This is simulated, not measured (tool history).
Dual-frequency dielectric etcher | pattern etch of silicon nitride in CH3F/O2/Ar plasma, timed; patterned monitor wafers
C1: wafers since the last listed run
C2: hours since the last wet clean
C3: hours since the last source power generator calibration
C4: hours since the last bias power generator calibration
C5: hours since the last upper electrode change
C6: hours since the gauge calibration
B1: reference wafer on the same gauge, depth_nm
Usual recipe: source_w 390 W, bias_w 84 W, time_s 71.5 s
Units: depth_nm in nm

Run 1, hour 0.0: usual settings; C1 0; C2 172.8; C3 2948.9; C4 3675.0; C5 1016.2; C6 1198.6; B1 55.0. Result: depth_nm 48.4 nm.
Run 2, hour 151.7: usual settings; C1 2085; C2 324.5; C3 3100.6; C4 3826.7; C5 1167.9; C6 1350.3; B1 55.0. Result: depth_nm 49.4 nm.
Run 3, hour 217.9: usual settings but bias_w 73 W; C1 910; C2 390.7; C3 3166.8; C4 3892.9; C5 1234.1; C6 1416.5; B1 55.0. Result: depth_nm 48.0 nm.
Run 4, hour 257.8: usual settings but bias_w 73 W; C1 548; C2 430.6; C3 3206.7; C4 3932.8; C5 1274.0; C6 1456.4; B1 55.0. Result: depth_nm 47.6 nm.
At hour 263.1: source power generator calibrated.
At hour 273.4: bias power generator calibrated.
Run 5, hour 287.9: usual settings but bias_w 73 W; C1 303; C2 460.7; C3 24.8; C4 14.5; C5 1304.1; C6 1486.5; B1 55.0. Result: depth_nm 47.5 nm.
Run 6, hour 342.8: usual settings; C1 754; C2 515.6; C3 79.7; C4 69.4; C5 1359.0; C6 1541.4; B1 55.0. Result: depth_nm 50.4 nm.
Run 7, hour 372.4: usual settings but time_s 61.0 s; C1 406; C2 545.2; C3 109.3; C4 99.0; C5 1388.6; C6 1571.0; B1 55.0. Result: depth_nm 42.9 nm.
At hour 456.3: wet clean of the chamber.
Run 8, hour 456.8: usual settings but time_s 61.0 s; C1 830; C2 0.5; C3 193.7; C4 183.4; C5 1473.0; C6 1655.4; B1 55.0. Result: depth_nm 41.2 nm.
Run 9, hour 469.4: usual settings but time_s 61.0 s; C1 173; C2 13.1; C3 206.3; C4 196.0; C5 1485.6; C6 1668.0; B1 55.0. Result: depth_nm 41.3 nm.
Run 10, hour 527.7: usual settings but bias_w 75 W; C1 801; C2 71.4; C3 264.6; C4 254.3; C5 1543.9; C6 1726.3; B1 55.0. Result: depth_nm 46.3 nm.
Run 11, hour 585.9: usual settings but source_w 490 W, time_s 59.5 s; C1 800; C2 129.6; C3 322.8; C4 312.5; C5 1602.1; C6 1784.5; B1 55.0. Result: depth_nm 46.1 nm.
Run 12, hour 609.9: usual settings but bias_w 78 W, time_s 60.0 s; C1 329; C2 153.6; C3 346.8; C4 336.5; C5 1626.1; C6 1808.5; B1 55.0. Result: depth_nm 40.0 nm.
Run 13, hour 673.1: usual settings; C1 868; C2 216.8; C3 410.0; C4 399.7; C5 1689.3; C6 1871.7; B1 55.0. Result: depth_nm 49.2 nm.
Run 14, hour 744.7: usual settings but source_w 440 W, bias_w 78 W; C1 984; C2 288.4; C3 481.6; C4 471.3; C5 1760.9; C6 1943.3; B1 55.0. Result: depth_nm 52.0 nm.
Run 15, hour 777.5: usual settings but source_w 460 W, bias_w 99 W, time_s 65.5 s; C1 450; C2 321.2; C3 514.4; C4 504.1; C5 1793.7; C6 1976.1; B1 55.0. Result: depth_nm 52.4 nm.
Run 16, hour 823.2: usual settings; C1 628; C2 366.9; C3 560.1; C4 549.8; C5 1839.4; C6 2021.8; B1 55.0. Result: depth_nm 49.9 nm.
Run 17, hour 872.7: usual settings but time_s 84.0 s; C1 680; C2 416.4; C3 609.6; C4 599.3; C5 1888.9; C6 2071.3; B1 55.0. Result: depth_nm 58.3 nm.
Run 18, hour 909.4: usual settings but source_w 480 W, bias_w 99 W, time_s 57.5 s; C1 504; C2 453.1; C3 646.3; C4 636.0; C5 1925.6; C6 2108.0; B1 55.0. Result: depth_nm 47.5 nm.
Run 19, hour 971.1: usual settings but source_w 410 W; C1 848; C2 514.8; C3 708.0; C4 697.7; C5 1987.3; C6 2169.7; B1 55.0. Result: depth_nm 51.6 nm.
At hour 1007.6: wet clean of the chamber.
At hour 1008.4: gauge calibrated.
At hour 1024.3: upper electrode replaced.
Run 20, hour 1025.5: usual settings but bias_w 96 W; C1 188; C2 17.9; C3 762.4; C4 752.1; C5 1.2; C6 17.1; B1 55.0. Result: depth_nm 50.3 nm.
Run 21, hour 1082.7: usual settings but bias_w 90 W, time_s 55.5 s; C1 786; C2 75.1; C3 819.6; C4 809.3; C5 58.4; C6 74.3; B1 55.0. Result: depth_nm 38.2 nm.
Run 22, hour 1139.3: usual settings but source_w 460 W, time_s 57.5 s; C1 778; C2 131.7; C3 876.2; C4 865.9; C5 115.0; C6 130.9; B1 55.0. Result: depth_nm 42.9 nm.
Run 23, hour 1178.1: usual settings; C1 533; C2 170.5; C3 915.0; C4 904.7; C5 153.8; C6 169.7; B1 55.0. Result: depth_nm 48.6 nm.
Run 24, hour 1204.3: usual settings but source_w 310 W, bias_w 101 W, time_s 81.0 s; C1 360; C2 196.7; C3 941.2; C4 930.9; C5 180.0; C6 195.9; B1 55.0. Result: depth_nm 50.3 nm.
Run 25, hour 1255.9: usual settings but source_w 490 W, bias_w 105 W; C1 709; C2 248.3; C3 992.8; C4 982.5; C5 231.6; C6 247.5; B1 55.0. Result: depth_nm 60.1 nm.
Run 26, hour 1287.3: usual settings but source_w 320 W; C1 431; C2 279.7; C3 1024.2; C4 1013.9; C5 263.0; C6 278.9; B1 55.0. Result: depth_nm 43.3 nm.
Run 27, hour 1311.9: usual settings but source_w 490 W; C1 338; C2 304.3; C3 1048.8; C4 1038.5; C5 287.6; C6 303.5; B1 55.0. Result: depth_nm 55.8 nm.
Run 28, hour 1374.2: usual settings; C1 856; C2 366.6; C3 1111.1; C4 1100.8; C5 349.9; C6 365.8; B1 54.9. Result: depth_nm 49.2 nm.
Run 29, hour 1409.2: usual settings; C1 481; C2 401.6; C3 1146.1; C4 1135.8; C5 384.9; C6 400.8; B1 55.0. Result: depth_nm 49.7 nm.

Alternative continuations, all from the tool just after run 29; predict every row:
Run A, hour 1409.6: usual settings; C1 5; C2 402.0; C3 1146.5; C4 1136.2; C5 385.3; C6 401.2; B1 ?. Result: depth_nm ?.
Run B, hour 1409.6: usual settings but source_w 330 W, time_s 92.5 s; C1 5; C2 402.0; C3 1146.5; C4 1136.2; C5 385.3; C6 401.2; B1 ?. Result: depth_nm ?.
Run C, hour 1409.6: usual settings but source_w 450 W, time_s 87.5 s; C1 5; C2 402.0; C3 1146.5; C4 1136.2; C5 385.3; C6 401.2; B1 ?. Result: depth_nm ?.
Run D, hour 1409.6: usual settings but time_s 66.0 s; C1 5; C2 402.0; C3 1146.5; C4 1136.2; C5 385.3; C6 401.2; B1 ?. Result: depth_nm ?.
Run E, hour 1409.6: usual settings but source_w 320 W, bias_w 77 W, time_s 64.0 s; C1 5; C2 402.0; C3 1146.5; C4 1136.2; C5 385.3; C6 401.2; B1 ?. Result: depth_nm ?.

run    B1  depth_nm
  A  55.0      49.9
  B  55.0      58.0
  C  55.0      66.3
  D  55.0      46.0
  E  55.0      38.3
Stripped of hidden state, with their random variation kept, the same runs would have yielded:
run  depth_nm
  A      48.3
  B      56.2
  C      64.2
  D      44.6
  E      37.0
